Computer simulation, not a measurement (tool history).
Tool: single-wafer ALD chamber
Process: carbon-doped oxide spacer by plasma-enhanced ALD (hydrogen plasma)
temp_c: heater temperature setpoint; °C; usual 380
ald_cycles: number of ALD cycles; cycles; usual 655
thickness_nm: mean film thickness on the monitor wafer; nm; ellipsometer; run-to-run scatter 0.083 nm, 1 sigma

run	hour	temp_c	ald_cycles	wafers since the last listed run	hours since the last thermocouple change	hours since the gauge calibration	read-back reference wafer on the same gauge, thickness_nm	thickness_nm
1	0.0	380	655	0	2608.3	23.7	29.715	33.078
2	16.4	380	655	12	2624.7	40.1	29.715	33.236
3	34.6	380	655	14	2642.9	58.3	29.775	33.068
4	47.1	380	655	9	2655.4	70.8	29.756	33.304
5	70.4	391	655	18	2678.7	94.1	29.806	33.457
6	93.0	391	655	17	2701.3	116.7	29.839	33.310
7	121.0	391	655	21	2729.3	144.7	29.846	33.308
8	150.8	380	655	23	2759.1	174.5	29.890	33.373
9	174.5	380	655	18	2782.8	198.2	29.904	33.534
10	209.8	390	655	27	2818.1	233.5	29.948	33.393
11	235.7	390	655	20	2844.0	259.4	29.991	33.443
12	263.2	390	655	21	2871.5	286.9	30.014	33.504
13	282.8	380	655	15	2891.1	306.5	30.039	33.631
14	297.1	375	564	11	2905.4	320.8	30.076	29.048
# hour 325.9: thermocouple changed; heater temperature recalibrated
15	326.4	380	655	16	0.5	350.1	30.068	33.724
16	421.6	380	655	74	95.7	445.3	30.186	33.580
17	451.9	393	593	23	126.0	475.6	30.200	30.603
18	474.0	380	546	17	148.1	497.7	30.263	28.129
19	491.3	387	691	13	165.4	515.0	30.264	35.770
# hour 518.9: gauge calibrated
20	526.2	390	545	27	200.3	7.3	29.634	27.584
21	553.1	390	528	20	227.2	34.2	29.686	26.660
22	575.8	365	562	17	249.9	56.9	29.704	28.490
23	588.4	373	655	9	262.5	69.5	29.742	33.243
24	610.3	385	690	17	284.4	91.4	29.757	34.995
25	632.0	380	655	16	306.1	113.1	29.772	33.334
26	659.3	390	655	21	333.4	140.4	29.816	33.368
27	682.9	372	655	18	357.0	164.0	29.825	33.214

Consider 5 possible next runs. They are alternatives, not a sequence: every one starts from the tool as it was left by run 27. What does each give?
A	684.3	368	655	1	358.4	165.4	?	?
B	684.3	385	534	1	358.4	165.4	?	?
C	684.3	374	727	1	358.4	165.4	?	?
D	684.3	380	733	1	358.4	165.4	?	?
E	684.3	365	607	1	358.4	165.4	?	?

run	read-back reference wafer on the same gauge, thickness_nm	thickness_nm
A	29.849	33.382
B	29.849	27.215
C	29.849	37.051
D	29.849	37.357
E	29.849	30.935
Without the tool's unlogged condition, the same runs would have read:
run	thickness_nm
A	33.229
B	27.091
C	36.882
D	37.186
E	30.794
